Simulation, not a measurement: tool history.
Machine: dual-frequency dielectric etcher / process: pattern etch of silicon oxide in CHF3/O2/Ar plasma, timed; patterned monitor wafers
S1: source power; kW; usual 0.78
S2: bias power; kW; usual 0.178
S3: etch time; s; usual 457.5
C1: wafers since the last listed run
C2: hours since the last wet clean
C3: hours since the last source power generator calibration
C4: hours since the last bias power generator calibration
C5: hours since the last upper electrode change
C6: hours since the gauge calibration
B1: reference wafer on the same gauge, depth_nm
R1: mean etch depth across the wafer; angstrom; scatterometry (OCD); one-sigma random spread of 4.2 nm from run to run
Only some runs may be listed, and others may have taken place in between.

Run 1, hour 0: usual settings; C1 0; C2 548.9; C3 3262.8; C4 2876.9; C5 4693.5; C6 1192.7; B1 851.6. Result: R1 8929 angstrom.
At hour 91: wet clean of the chamber.
Run 2, hour 91.5: usual settings; C1 344; C2 0.5; C3 3354.3; C4 2968.4; C5 4785; C6 1284.2; B1 853.5. Result: R1 9124 angstrom.
Run 3, hour 117.4: usual settings; C1 132; C2 26.4; C3 3380.2; C4 2994.3; C5 4810.9; C6 1310.1; B1 852.4. Result: R1 9239 angstrom.
Run 4, hour 215.7: usual settings but S1 0.62 kW; C1 501; C2 124.7; C3 3478.5; C4 3092.6; C5 4909.2; C6 1408.4; B1 853.2. Result: R1 8350 angstrom.
Run 5, hour 275.8: usual settings but S1 0.62 kW; C1 306; C2 184.8; C3 3538.6; C4 3152.7; C5 4969.3; C6 1468.5; B1 852.9. Result: R1 8251 angstrom.
Run 6, hour 348.6: usual settings but S1 0.62 kW; C1 371; C2 257.6; C3 3611.4; C4 3225.5; C5 5042.1; C6 1541.3; B1 852.5. Result: R1 8329 angstrom.
Run 7, hour 441.9: usual settings but S1 0.69 kW; C1 476; C2 350.9; C3 3704.7; C4 3318.8; C5 5135.4; C6 1634.6; B1 854. Result: R1 8572 angstrom.
Run 8, hour 496.2: usual settings but S1 0.69 kW; C1 277; C2 405.2; C3 3759; C4 3373.1; C5 5189.7; C6 1688.9; B1 853.2. Result: R1 8625 angstrom.
At hour 618.3: wet clean of the chamber.
Run 9, hour 769.7: usual settings; C1 1274; C2 151.4; C3 4032.5; C4 3646.6; C5 5463.2; C6 1962.4; B1 852.2. Result: R1 9150 angstrom.
Run 10, hour 815.6: usual settings; C1 234; C2 197.3; C3 4078.4; C4 3692.5; C5 5509.1; C6 2008.3; B1 853.3. Result: R1 9124 angstrom.
At hour 877: upper electrode replaced.
Run 11, hour 877.5: usual settings; C1 193; C2 259.2; C3 4140.3; C4 3754.4; C5 0.5; C6 2070.2; B1 850.6. Result: R1 9156 angstrom.
At hour 921.9: gauge calibrated.
Run 12, hour 979.2: usual settings; C1 519; C2 360.9; C3 4242; C4 3856.1; C5 102.2; C6 57.3; B1 851.6. Result: R1 9055 angstrom.
Run 13, hour 1040.5: usual settings; C1 313; C2 422.2; C3 4303.3; C4 3917.4; C5 163.5; C6 118.6; B1 852.1. Result: R1 8987 angstrom.
At hour 1049.3: source power generator calibrated.
Run 14, hour 1120.7: usual settings but S2 0.203 kW, S3 376.5 s; C1 389; C2 502.4; C3 71.4; C4 3997.6; C5 243.7; C6 198.8; B1 852.9. Result: R1 7863 angstrom.
Run 15, hour 1224.5: usual settings but S2 0.215 kW; C1 530; C2 606.2; C3 175.2; C4 4101.4; C5 347.5; C6 302.6; B1 852.8. Result: R1 9728 angstrom.
At hour 1244.2: bias power generator calibrated.
At hour 1249.4: wet clean of the chamber.
Run 16, hour 1291.2: usual settings; C1 294; C2 41.8; C3 241.9; C4 47; C5 414.2; C6 369.3; B1 854.2. Result: R1 9221 angstrom.
Run 17, hour 1366.5: usual settings but S1 0.71 kW, S3 547 s; C1 384; C2 117.1; C3 317.2; C4 122.3; C5 489.5; C6 444.6; B1 852.2. Result: R1 10621 angstrom.
Run 18, hour 1447.8: usual settings but S3 333.5 s; C1 415; C2 198.4; C3 398.5; C4 203.6; C5 570.8; C6 525.9; B1 852.7. Result: R1 6698 angstrom.
Run 19, hour 1525.2: usual settings but S3 337.5 s; C1 395; C2 275.8; C3 475.9; C4 281; C5 648.2; C6 603.3; B1 852.4. Result: R1 6680 angstrom.
Run 20, hour 1610: usual settings but S1 0.69 kW; C1 433; C2 360.6; C3 560.7; C4 365.8; C5 733; C6 688.1; B1 852.2. Result: R1 8643 angstrom.
Run 21, hour 1700.5: usual settings but S1 0.62 kW; C1 462; C2 451.1; C3 651.2; C4 456.3; C5 823.5; C6 778.6; B1 850.6. Result: R1 8248 angstrom.
Run 22, hour 1790.7: usual settings but S1 0.6 kW, S2 0.213 kW, S3 548 s; C1 460; C2 541.3; C3 741.4; C4 546.5; C5 913.7; C6 868.8; B1 852.8. Result: R1 10504 angstrom.
At hour 1873.4: wet clean of the chamber.
Run 23, hour 1873.9: usual settings but S1 0.66 kW, S2 0.16 kW, S3 573 s; C1 302; C2 0.5; C3 824.6; C4 629.7; C5 996.9; C6 952; B1 852.6. Result: R1 10303 angstrom.
Run 24, hour 1916: usual settings; C1 214; C2 42.6; C3 866.7; C4 671.8; C5 1039; C6 994.1; B1 853.2. Result: R1 9155 angstrom.

List, for all runs, the conditions of the tool that the log does not record:
source power that arrives over what is set, %: 0 across all the runs
bias power that arrives over what is set, %: 0 across all the runs
gauge reads high (%): 0 across all the runs
H1: etch rate over this chamber's usual, %
run       H1
  1    -2.93
  2   -0.647
  3   -0.768
  4    -1.23
  5    -1.51
  6    -1.84
  7    -2.28
  8    -2.53
  9   -0.645
 10   -0.859
 11    -1.15
 12    -1.62
 13    -1.91
 14    -2.28
 15    -2.76
 16  -0.0876
 17   -0.438
 18   -0.817
 19    -1.18
 20    -1.57
 21    -1.99
 22    -2.41
 23   -0.128
 24   -0.324
